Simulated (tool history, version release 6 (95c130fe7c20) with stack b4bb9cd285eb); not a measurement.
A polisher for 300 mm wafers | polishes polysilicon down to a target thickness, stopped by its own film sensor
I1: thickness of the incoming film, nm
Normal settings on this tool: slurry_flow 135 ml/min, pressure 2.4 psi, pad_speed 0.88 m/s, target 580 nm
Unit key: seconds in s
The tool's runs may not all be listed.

run 1 hour=0 | slurry_flow=135 pressure=2.4 pad_speed=0.88 target=580 | I1=994.3 | seconds=70.9
run 2 hour=13.7 | slurry_flow=135 pressure=1.9 pad_speed=0.88 target=580 | I1=994.6 | seconds=89.7
run 3 hour=38.1 | slurry_flow=135 pressure=1.9 pad_speed=0.88 target=580 | I1=959 | seconds=82.7
run 4 hour=46.9 | slurry_flow=135 pressure=2.4 pad_speed=0.88 target=580 | I1=982.6 | seconds=68
run 5 hour=60.9 | slurry_flow=135 pressure=2.4 pad_speed=0.88 target=580 | I1=990 | seconds=70.2
run 6 hour=72.9 | slurry_flow=135 pressure=2.4 pad_speed=0.88 target=580 | I1=995.5 | seconds=69.5
-- hour=90.4 worn pad replaced by a new one
run 7 hour=90.9 | slurry_flow=135 pressure=2.4 pad_speed=0.88 target=580 | I1=982.7 | seconds=69.5
run 8 hour=98.4 | slurry_flow=135 pressure=2.4 pad_speed=0.88 target=580 | I1=984.1 | seconds=69.5
run 9 hour=106.7 | slurry_flow=135 pressure=2.4 pad_speed=0.88 target=580 | I1=976.5 | seconds=66.7
-- hour=112.9 head pressure recalibrated
run 10 hour=123.6 | slurry_flow=135 pressure=2.4 pad_speed=0.88 target=580 | I1=982.2 | seconds=53.7
run 11 hour=138.4 | slurry_flow=135 pressure=2.4 pad_speed=1.1 target=580 | I1=981.1 | seconds=44
run 12 hour=146.7 | slurry_flow=135 pressure=2.4 pad_speed=0.88 target=580 | I1=985 | seconds=55.3
-- hour=156.1 head pressure recalibrated, repeated, since the last time left the tool worse
run 13 hour=156.6 | slurry_flow=135 pressure=2.7 pad_speed=0.88 target=677 | I1=996.9 | seconds=44.9
-- hour=176.7 slurry nozzle cleaned
-- hour=177.7 worn pad replaced by a new one
run 14 hour=196.5 | slurry_flow=135 pressure=2.1 pad_speed=0.88 target=580 | I1=983.9 | seconds=72.7
run 15 hour=209.4 | slurry_flow=135 pressure=2.4 pad_speed=0.88 target=580 | I1=972.8 | seconds=62.5
run 16 hour=240.7 | slurry_flow=135 pressure=2.4 pad_speed=0.88 target=580 | I1=980.4 | seconds=64.4
run 17 hour=248.5 | slurry_flow=135 pressure=2.4 pad_speed=0.88 target=580 | I1=986.5 | seconds=65.2
-- hour=267 worn pad replaced by a new one
run 18 hour=276 | slurry_flow=135 pressure=1.8 pad_speed=1 target=647 | I1=976.6 | seconds=64.2
run 19 hour=285.1 | slurry_flow=165 pressure=2.4 pad_speed=0.88 target=508 | I1=991.5 | seconds=76.3
run 20 hour=299.1 | slurry_flow=135 pressure=3.1 pad_speed=0.88 target=633 | I1=968.2 | seconds=42.4
run 21 hour=312.7 | slurry_flow=95 pressure=2.4 pad_speed=0.88 target=645 | I1=986.2 | seconds=59.4
run 22 hour=327.1 | slurry_flow=120 pressure=2.8 pad_speed=0.88 target=580 | I1=961.3 | seconds=54.4
run 23 hour=335.2 | slurry_flow=135 pressure=2 pad_speed=0.88 target=580 | I1=984.3 | seconds=80.1
run 24 hour=342.4 | slurry_flow=95 pressure=2.4 pad_speed=0.88 target=580 | I1=979.3 | seconds=69
run 25 hour=354.3 | slurry_flow=150 pressure=2.4 pad_speed=0.88 target=580 | I1=991.9 | seconds=66.7

Selected run-to-run steps in seconds, each split into two signed amounts: the part the tool would show with no hidden state at all (from settings, incoming material and random variation), and the remainder, which goes to the hidden state together with any gauge scatter not common to the measured and the hidden-state-free results:
Unlogged tool condition in this case: removal rate lost through wear of the pad, %; slurry flow missing at the pad, %; deviation of the head's pressure from its setpoint, %.
Run 9 -> 10: head pressure recalibrated. seconds -13 s: hidden state -14.6, all else +1.6.
Run 12 -> 13: pressure 2.4 -> 2.7, target 580 -> 677, head pressure recalibrated, repeated, since the last time left the tool worse. seconds -10.4 s: hidden state +8.4, all else -18.8.
Run 13 -> 14: pressure 2.7 -> 2.1, target 677 -> 580, slurry nozzle cleaned, worn pad replaced by a new one. seconds +27.8 s: hidden state +1.1, all else +26.7.
Run 19 -> 20: slurry_flow 165 -> 135, pressure 2.4 -> 3.1, target 508 -> 633. seconds -33.9 s: hidden state -1.4, all else -32.5.
